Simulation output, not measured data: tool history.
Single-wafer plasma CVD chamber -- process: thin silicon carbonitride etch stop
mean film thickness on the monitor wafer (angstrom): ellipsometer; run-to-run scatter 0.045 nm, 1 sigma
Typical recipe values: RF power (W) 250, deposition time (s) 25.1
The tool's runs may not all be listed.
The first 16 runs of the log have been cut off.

run   hour  RF power (W)  deposition time (s)  wafers since the last listed run  hours since the last thermocouple change  hours since the last RF generator calibration  hours since the showerhead was replaced  hours since the gauge calibration  read-back reference wafer on the same gauge, thickness_nm  mean film thickness on the monitor wafer (angstrom)
 17  209.9           235                 25.1                               289                                    1694.3                                           52.8                                   5881.6                               37.2                                                     13.298                                               134.83
 18  219.5           220                 25.1                               181                                    1703.9                                           62.4                                   5891.2                               46.8                                                     13.288                                               129.91
     241.2  -- RF generator calibrated, repeated, since the last time left the tool worse
 19  243.9           250                 21.8                               309                                    1728.3                                            2.7                                   5915.6                               71.2                                                     13.286                                               128.56
 20  254.1           250                 25.1                               192                                    1738.5                                           12.9                                   5925.8                               81.4                                                     13.294                                               147.03
 21  263.8           250                 23.4                               183                                    1748.2                                           22.6                                   5935.5                               91.1                                                     13.297                                               136.89
 22  272.7           250                 25.1                               168                                    1757.1                                           31.5                                   5944.4                                100                                                     13.299                                               147.47
 23  289.3           215                 27.2                               313                                    1773.7                                           48.1                                     5961                              116.6                                                     13.288                                               146.61
     303.2  -- thermocouple changed; heater temperature recalibrated
 24  303.7           220                 26.5                               120                                       0.5                                           62.5                                   5975.4                                131                                                     13.309                                               145.44
     312.6  -- showerhead replaced
 25  313.1           250                 25.1                                26                                       9.9                                           71.9                                      0.5                              140.4                                                     13.291                                               146.63
 26  313.4           250                 25.1                                 5                                      10.2                                           72.2                                      0.8                              140.7                                                     13.297                                               147.65
 27  323.5           250                 25.1                               190                                      20.3                                           82.3                                     10.9                              150.8                                                      13.31                                               146.83
 28  337.1           230                 27.7                               256                                      33.9                                           95.9                                     24.5                              164.4                                                     13.319                                               156.41
 29  344.9           250                 23.4                               147                                      41.7                                          103.7                                     32.3                              172.2                                                     13.293                                               137.09
 30  356.8           285                 29.3                               224                                      53.6                                          115.6                                     44.2                              184.1                                                     13.301                                               183.54
 31  370.3           250                 29.5                               255                                      67.1                                          129.1                                     57.7                              197.6                                                     13.313                                               172.66
 32  379.7           250                 25.1                               177                                      76.5                                          138.5                                     67.1                                207                                                     13.291                                               147.52
 33  394.7           205                 29.3                               283                                      91.5                                          153.5                                     82.1                                222                                                     13.289                                               153.35
 34  409.2           270                 25.1                               273                                       106                                            168                                     96.6                              236.5                                                     13.302                                               153.29
 35  423.7           250                 22.6                               273                                     120.5                                          182.5                                    111.1                                251                                                     13.326                                                132.8
 36  438.3           250                 22.1                               275                                     135.1                                          197.1                                    125.7                              265.6                                                     13.298                                               129.45

Here are 3 independent what-if runs from the current tool condition. What would each one return?
  A  438.7           250                 25.1                                 7                                     135.5                                          197.5                                    126.1                                266                                                          ?                                                    ?
  B  438.7           230                 23.6                                 7                                     135.5                                          197.5                                    126.1                                266                                                          ?                                                    ?
  C  438.7           285                 22.4                                 7                                     135.5                                          197.5                                    126.1                                266                                                          ?                                                    ?

run  read-back reference wafer on the same gauge, thickness_nm  mean film thickness on the monitor wafer (angstrom)
  A                                                     13.306                                               146.89
  B                                                     13.306                                               132.19
  C                                                     13.306                                               139.76
Stripped of hidden state, with their random variation kept, the same runs would have yielded:
run  mean film thickness on the monitor wafer (angstrom)
  A                                               147.49
  B                                               132.73
  C                                               140.34
